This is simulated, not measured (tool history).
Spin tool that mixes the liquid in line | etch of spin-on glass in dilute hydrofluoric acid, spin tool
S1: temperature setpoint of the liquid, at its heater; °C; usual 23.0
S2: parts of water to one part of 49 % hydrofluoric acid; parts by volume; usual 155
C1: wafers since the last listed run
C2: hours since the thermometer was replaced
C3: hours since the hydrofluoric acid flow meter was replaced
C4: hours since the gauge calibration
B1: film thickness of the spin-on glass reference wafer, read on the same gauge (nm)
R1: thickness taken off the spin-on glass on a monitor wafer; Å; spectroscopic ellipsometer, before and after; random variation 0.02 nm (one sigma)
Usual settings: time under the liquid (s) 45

run 1 hour=0.0 | S1=23.0 S2=155 time_under_the_liquid_(s)=45 | C1=0 C2=404.3 C3=968.1 C4=98.0 | B1=139.61 | R1=63.4
run 2 hour=31.8 | S1=23.0 S2=155 time_under_the_liquid_(s)=45 | C1=509 C2=436.1 C3=999.9 C4=129.8 | B1=139.44 | R1=63.3
run 3 hour=55.3 | S1=23.0 S2=155 time_under_the_liquid_(s)=45 | C1=376 C2=459.6 C3=1023.4 C4=153.3 | B1=139.31 | R1=62.9
run 4 hour=146.2 | S1=23.0 S2=115 time_under_the_liquid_(s)=45 | C1=1455 C2=550.5 C3=1114.3 C4=244.2 | B1=138.81 | R1=89.4
run 5 hour=182.2 | S1=23.0 S2=155 time_under_the_liquid_(s)=30 | C1=576 C2=586.5 C3=1150.3 C4=280.2 | B1=138.58 | R1=41.7
run 6 hour=197.1 | S1=23.0 S2=155 time_under_the_liquid_(s)=30 | C1=238 C2=601.4 C3=1165.2 C4=295.1 | B1=138.51 | R1=41.5
run 7 hour=219.0 | S1=23.0 S2=155 time_under_the_liquid_(s)=60 | C1=350 C2=623.3 C3=1187.1 C4=317.0 | B1=138.40 | R1=83.8
-- hour=224.4 thermometer replaced
run 8 hour=235.6 | S1=23.0 S2=155 time_under_the_liquid_(s)=60 | C1=249 C2=11.2 C3=1203.7 C4=333.6 | B1=138.32 | R1=83.4
run 9 hour=253.1 | S1=23.0 S2=155 time_under_the_liquid_(s)=45 | C1=280 C2=28.7 C3=1221.2 C4=351.1 | B1=138.22 | R1=62.8
run 10 hour=274.8 | S1=23.0 S2=155 time_under_the_liquid_(s)=45 | C1=347 C2=50.4 C3=1242.9 C4=372.8 | B1=138.12 | R1=62.3
run 11 hour=299.6 | S1=23.0 S2=155 time_under_the_liquid_(s)=45 | C1=397 C2=75.2 C3=1267.7 C4=397.6 | B1=137.95 | R1=62.3
run 12 hour=319.7 | S1=21.0 S2=155 time_under_the_liquid_(s)=45 | C1=321 C2=95.3 C3=1287.8 C4=417.7 | B1=137.86 | R1=57.8
run 13 hour=355.1 | S1=23.0 S2=155 time_under_the_liquid_(s)=45 | C1=566 C2=130.7 C3=1323.2 C4=453.1 | B1=137.64 | R1=62.3
-- hour=359.9 hydrofluoric acid flow meter replaced
run 14 hour=369.0 | S1=26.0 S2=155 time_under_the_liquid_(s)=45 | C1=206 C2=144.6 C3=9.1 C4=467.0 | B1=137.55 | R1=70.0
run 15 hour=392.4 | S1=23.0 S2=105 time_under_the_liquid_(s)=35 | C1=374 C2=168.0 C3=32.5 C4=490.4 | B1=137.45 | R1=75.6
run 16 hour=426.7 | S1=23.0 S2=155 time_under_the_liquid_(s)=45 | C1=549 C2=202.3 C3=66.8 C4=524.7 | B1=137.22 | R1=62.5
-- hour=457.0 gauge calibrated
run 17 hour=459.8 | S1=23.0 S2=155 time_under_the_liquid_(s)=35 | C1=529 C2=235.4 C3=99.9 C4=2.8 | B1=140.17 | R1=49.4
run 18 hour=473.0 | S1=23.0 S2=115 time_under_the_liquid_(s)=45 | C1=211 C2=248.6 C3=113.1 C4=16.0 | B1=140.11 | R1=89.9
run 19 hour=491.5 | S1=23.0 S2=110 time_under_the_liquid_(s)=45 | C1=296 C2=267.1 C3=131.6 C4=34.5 | B1=140.01 | R1=94.4
run 20 hour=518.9 | S1=23.0 S2=90 time_under_the_liquid_(s)=30 | C1=438 C2=294.5 C3=159.0 C4=61.9 | B1=139.81 | R1=78.7
run 21 hour=606.2 | S1=23.0 S2=210 time_under_the_liquid_(s)=45 | C1=1397 C2=381.8 C3=246.3 C4=149.2 | B1=139.38 | R1=43.9
run 22 hour=637.3 | S1=21.0 S2=155 time_under_the_liquid_(s)=35 | C1=497 C2=412.9 C3=277.4 C4=180.3 | B1=139.20 | R1=45.5

Some steps in R1 between neighbouring runs. How much of each would the tool show without its hidden state too (settings, what came in, random variation), and how much is left for the hidden state, with any gauge scatter that isn't in both results?
The hidden state here: liquid colder than its thermometer reads (K); hydrofluoric acid flow above the setpoint (%); gauge reads high (%).
Run 3 -> 4: S2 155 -> 115. R1 +26.5 Å: hidden state -0.5, all else +27.0.
Run 4 -> 5: S2 115 -> 155, time under the liquid (s) 45 -> 30. R1 -47.7 Å: hidden state +0.4, all else -48.1.
Run 6 -> 7: time under the liquid (s) 30 -> 60. R1 +42.3 Å: hidden state -0.5, all else +42.8.
Run 16 -> 17: time under the liquid (s) 45 -> 35, gauge calibrated. R1 -13.1 Å: hidden state +1.3, all else -14.4.
